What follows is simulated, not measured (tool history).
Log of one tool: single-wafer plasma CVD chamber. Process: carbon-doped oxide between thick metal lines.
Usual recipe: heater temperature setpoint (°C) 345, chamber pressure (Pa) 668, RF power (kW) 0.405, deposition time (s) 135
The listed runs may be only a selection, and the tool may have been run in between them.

run   hour  heater temperature setpoint (°C)  chamber pressure (Pa)  RF power (kW)  deposition time (s)  wafers since the last listed run  hours since the last thermocouple change  hours since the last RF generator calibration  hours since the last manometer calibration  hours since the showerhead was replaced  hours since the gauge calibration  read-back reference wafer on the same gauge, thickness_nm  mean film thickness on the monitor wafer (angstrom)
  1    0.0                               345                    631          0.405                  135                                 0                                    2538.6                                         2690.8                                      2664.6                                   7716.8                               28.0                                                    733.166                                              6036.02
  2    7.0                               345                    631          0.405                  135                                57                                    2545.6                                         2697.8                                      2671.6                                   7723.8                               35.0                                                    733.104                                              6014.65
      27.9  -- capacitance manometer re-zeroed and calibrated
  3   28.4                               345                    631          0.405                  135                               109                                    2567.0                                         2719.2                                         0.5                                   7745.2                               56.4                                                    732.617                                              6019.72
  4   30.9                               345                    668          0.405                  129                                20                                    2569.5                                         2721.7                                         3.0                                   7747.7                               58.9                                                    733.205                                              5782.59
  5   44.3                               345                    668          0.405                  129                               109                                    2582.9                                         2735.1                                        16.4                                   7761.1                               72.3                                                    732.941                                              5813.55
  6   58.8                               345                    668          0.405                  129                               118                                    2597.4                                         2749.6                                        30.9                                   7775.6                               86.8                                                    733.076                                              5793.53
  7   66.6                               345                    668          0.405                  155                                63                                    2605.2                                         2757.4                                        38.7                                   7783.4                               94.6                                                    732.855                                              6955.84
      79.2  -- RF generator calibrated
  8   79.7                               345                    668          0.405                  155                                41                                    2618.3                                            0.5                                        51.8                                   7796.5                              107.7                                                    732.837                                              7368.50
  9   91.1                               345                    668          0.405                  155                                93                                    2629.7                                           11.9                                        63.2                                   7807.9                              119.1                                                    733.098                                              7340.22
 10  102.3                               345                    668          0.405                  135                                91                                    2640.9                                           23.1                                        74.4                                   7819.1                              130.3                                                    733.108                                              6407.93
 11  116.9                               353                    668          0.445                  156                               119                                    2655.5                                           37.7                                        89.0                                   7833.7                              144.9                                                    733.078                                              7758.83
 12  128.8                               360                    545          0.430                  135                                97                                    2667.4                                           49.6                                       100.9                                   7845.6                              156.8                                                    733.286                                              6290.37
     139.2  -- showerhead replaced
 13  140.6                               345                    668          0.405                  135                                31                                    2679.2                                           61.4                                       112.7                                      1.4                              168.6                                                    732.525                                              6385.59
 14  148.2                               353                    668          0.450                  126                                62                                    2686.8                                           69.0                                       120.3                                      9.0                              176.2                                                    732.871                                              6318.50
 15  161.6                               350                    668          0.355                  135                               109                                    2700.2                                           82.4                                       133.7                                     22.4                              189.6                                                    732.795                                              5727.62
 16  176.7                               359                    576          0.450                  160                               123                                    2715.3                                           97.5                                       148.8                                     37.5                              204.7                                                    732.940                                              7734.20
     193.7  -- thermocouple changed; heater temperature recalibrated
 17  194.2                               345                    668          0.405                  135                                77                                       0.5                                          115.0                                       166.3                                     55.0                              222.2                                                    733.178                                              6399.41
 18  200.2                               345                    668          0.385                  135                                49                                       6.5                                          121.0                                       172.3                                     61.0                              228.2                                                    733.481                                              6160.29
 19  206.6                               345                    668          0.330                  108                                52                                      12.9                                          127.4                                       178.7                                     67.4                              234.6                                                    732.817                                              4410.07
 20  213.6                               335                    668          0.405                  135                                57                                      19.9                                          134.4                                       185.7                                     74.4                              241.6                                                    733.065                                              6555.26
 21  222.9                               345                    668          0.405                  135                                76                                      29.2                                          143.7                                       195.0                                     83.7                              250.9                                                    733.150                                              6377.94
 22  235.1                               345                    713          0.405                  144                               100                                      41.4                                          155.9                                       207.2                                     95.9                              263.1                                                    732.980                                              6862.58
 23  241.8                               345                    740          0.405                  135                                54                                      48.1                                          162.6                                       213.9                                    102.6                              269.8                                                    732.926                                              6491.21
 24  255.3                               345                    668          0.405                  117                               110                                      61.6                                          176.1                                       227.4                                    116.1                              283.3                                                    732.703                                              5536.92
     259.1  -- gauge calibrated
 25  264.0                               356                    535          0.345                  160                                71                                      70.3                                          184.8                                       236.1                                    124.8                                4.9                                                    732.975                                              6364.80
 26  270.7                               345                    668          0.405                  135                                54                                      77.0                                          191.5                                       242.8                                    131.5                               11.6                                                    733.298                                              6370.21
 27  280.8                               345                    668          0.405                  135                                82                                      87.1                                          201.6                                       252.9                                    141.6                               21.7                                                    732.692                                              6380.95
 28  291.0                               345                    668          0.405                  135                                83                                      97.3                                          211.8                                       263.1                                    151.8                               31.9                                                    733.159                                              6382.18
 29  303.5                               345                    793          0.405                  135                               102                                     109.8                                          224.3                                       275.6                                    164.3                               44.4                                                    733.131                                              6518.17

What if the next run were any one of these 3? Each begins from the tool's condition after run 29:
  A  303.9                               345                    733          0.405                  135                                 3                                     110.2                                          224.7                                       276.0                                    164.7                               44.8                                                          ?                                                    ?
  B  303.9                               345                    668          0.405                  124                                 3                                     110.2                                          224.7                                       276.0                                    164.7                               44.8                                                          ?                                                    ?
  C  303.9                               345                    668          0.445                  125                                 3                                     110.2                                          224.7                                       276.0                                    164.7                               44.8                                                          ?                                                    ?

run  read-back reference wafer on the same gauge, thickness_nm  mean film thickness on the monitor wafer (angstrom)
  A                                                    732.802                                              6456.08
  B                                                    732.802                                              5856.81
  C                                                    732.802                                              6311.10
With no hidden state in the tool, these same runs would have given:
run  mean film thickness on the monitor wafer (angstrom)
  A                                              6569.37
  B                                              5959.59
  C                                              6421.85
